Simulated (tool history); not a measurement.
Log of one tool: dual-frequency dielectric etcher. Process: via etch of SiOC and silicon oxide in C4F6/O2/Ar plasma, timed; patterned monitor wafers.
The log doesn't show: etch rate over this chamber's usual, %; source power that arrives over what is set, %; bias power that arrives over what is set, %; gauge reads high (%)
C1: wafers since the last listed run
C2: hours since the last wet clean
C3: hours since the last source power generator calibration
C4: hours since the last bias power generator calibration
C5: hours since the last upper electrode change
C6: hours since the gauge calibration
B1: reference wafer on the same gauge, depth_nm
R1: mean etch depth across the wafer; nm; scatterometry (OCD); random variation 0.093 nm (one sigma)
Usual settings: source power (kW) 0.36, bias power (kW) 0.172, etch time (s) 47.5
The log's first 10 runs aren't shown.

run 11 hour=635 | source_power_(kW)=0.36 bias_power_(kW)=0.154 etch_time_(s)=41 | C1=501 C2=144.1 C3=3774.5 C4=4469.9 C5=3417.5 C6=372 | B1=46.8 | R1=41.2
-- hour=677.3 bias power generator calibrated
run 12 hour=677.8 | source_power_(kW)=0.29 bias_power_(kW)=0.205 etch_time_(s)=61.5 | C1=432 C2=186.9 C3=3817.3 C4=0.5 C5=3460.3 C6=414.8 | B1=46.8 | R1=63.7
run 13 hour=719.2 | source_power_(kW)=0.36 bias_power_(kW)=0.193 etch_time_(s)=40.5 | C1=461 C2=228.3 C3=3858.7 C4=41.9 C5=3501.7 C6=456.2 | B1=46.8 | R1=43.9
-- hour=760.3 upper electrode replaced
run 14 hour=770.6 | source_power_(kW)=0.31 bias_power_(kW)=0.143 etch_time_(s)=35.5 | C1=305 C2=279.7 C3=3910.1 C4=93.3 C5=10.3 C6=507.6 | B1=46.8 | R1=32.6
run 15 hour=824.5 | source_power_(kW)=0.36 bias_power_(kW)=0.172 etch_time_(s)=47.5 | C1=601 C2=333.6 C3=3964 C4=147.2 C5=64.2 C6=561.5 | B1=46.8 | R1=49.4
-- hour=848.4 source power generator calibrated
run 16 hour=861.1 | source_power_(kW)=0.4 bias_power_(kW)=0.172 etch_time_(s)=56 | C1=363 C2=370.2 C3=12.7 C4=183.8 C5=100.8 C6=598.1 | B1=46.8 | R1=59.2
run 17 hour=911.8 | source_power_(kW)=0.36 bias_power_(kW)=0.172 etch_time_(s)=47.5 | C1=565 C2=420.9 C3=63.4 C4=234.5 C5=151.5 C6=648.8 | B1=46.8 | R1=48.5
-- hour=965.9 wet clean of the chamber
run 18 hour=966.4 | source_power_(kW)=0.41 bias_power_(kW)=0.202 etch_time_(s)=40 | C1=341 C2=0.5 C3=118 C4=289.1 C5=206.1 C6=703.4 | B1=46.8 | R1=45.5
run 19 hour=996.2 | source_power_(kW)=0.36 bias_power_(kW)=0.172 etch_time_(s)=47.5 | C1=332 C2=30.3 C3=147.8 C4=318.9 C5=235.9 C6=733.2 | B1=46.8 | R1=48.6
run 20 hour=1032.6 | source_power_(kW)=0.45 bias_power_(kW)=0.142 etch_time_(s)=58 | C1=405 C2=66.7 C3=184.2 C4=355.3 C5=272.3 C6=769.6 | B1=46.8 | R1=59.5
run 21 hour=1088.1 | source_power_(kW)=0.36 bias_power_(kW)=0.172 etch_time_(s)=47.5 | C1=618 C2=122.2 C3=239.7 C4=410.8 C5=327.8 C6=825.1 | B1=46.8 | R1=48.7
run 22 hour=1115 | source_power_(kW)=0.36 bias_power_(kW)=0.172 etch_time_(s)=47.5 | C1=299 C2=149.1 C3=266.6 C4=437.7 C5=354.7 C6=852 | B1=46.8 | R1=48.5
run 23 hour=1160 | source_power_(kW)=0.42 bias_power_(kW)=0.197 etch_time_(s)=60.5 | C1=501 C2=194.1 C3=311.6 C4=482.7 C5=399.7 C6=897 | B1=46.8 | R1=68.9
run 24 hour=1203.3 | source_power_(kW)=0.42 bias_power_(kW)=0.172 etch_time_(s)=47.5 | C1=482 C2=237.4 C3=354.9 C4=526 C5=443 C6=940.3 | B1=46.7 | R1=51.2
run 25 hour=1236.1 | source_power_(kW)=0.36 bias_power_(kW)=0.172 etch_time_(s)=39 | C1=365 C2=270.2 C3=387.7 C4=558.8 C5=475.8 C6=973.1 | B1=46.8 | R1=40.1
run 26 hour=1263.8 | source_power_(kW)=0.36 bias_power_(kW)=0.172 etch_time_(s)=47.5 | C1=308 C2=297.9 C3=415.4 C4=586.5 C5=503.5 C6=1000.8 | B1=46.8 | R1=48.6
run 27 hour=1324.3 | source_power_(kW)=0.36 bias_power_(kW)=0.172 etch_time_(s)=55.5 | C1=674 C2=358.4 C3=475.9 C4=647 C5=564 C6=1061.3 | B1=46.8 | R1=56.7
run 28 hour=1368 | source_power_(kW)=0.44 bias_power_(kW)=0.197 etch_time_(s)=36.5 | C1=487 C2=402.1 C3=519.6 C4=690.7 C5=607.7 C6=1105 | B1=46.8 | R1=41.9
run 29 hour=1401.5 | source_power_(kW)=0.36 bias_power_(kW)=0.172 etch_time_(s)=60.5 | C1=373 C2=435.6 C3=553.1 C4=724.2 C5=641.2 C6=1138.5 | B1=46.8 | R1=62
-- hour=1435.2 wet clean of the chamber
run 30 hour=1438.4 | source_power_(kW)=0.36 bias_power_(kW)=0.194 etch_time_(s)=54 | C1=143 C2=3.2 C3=590 C4=761.1 C5=678.1 C6=1175.4 | B1=46.8 | R1=58
run 31 hour=1504.3 | source_power_(kW)=0.36 bias_power_(kW)=0.172 etch_time_(s)=47.5 | C1=734 C2=69.1 C3=655.9 C4=827 C5=744 C6=1241.3 | B1=46.8 | R1=48.6

3 ways to go on from here, each from the tool as it stands after run 31. What would each give?
run A hour=1504.7 | source_power_(kW)=0.36 bias_power_(kW)=0.172 etch_time_(s)=47.5 | C1=4 C2=69.5 C3=656.3 C4=827.4 C5=744.4 C6=1241.7 | B1=? | R1=?
run B hour=1504.7 | source_power_(kW)=0.36 bias_power_(kW)=0.205 etch_time_(s)=36.5 | C1=4 C2=69.5 C3=656.3 C4=827.4 C5=744.4 C6=1241.7 | B1=? | R1=?
run C hour=1504.7 | source_power_(kW)=0.43 bias_power_(kW)=0.172 etch_time_(s)=58 | C1=4 C2=69.5 C3=656.3 C4=827.4 C5=744.4 C6=1241.7 | B1=? | R1=?

run=A B1=46.8 R1=48.6
run=B B1=46.8 R1=40
run=C B1=46.8 R1=62.9
Without the tool's hidden state the same runs would have given:
run=A R1=48.2
run=B R1=39.6
run=C R1=62.3
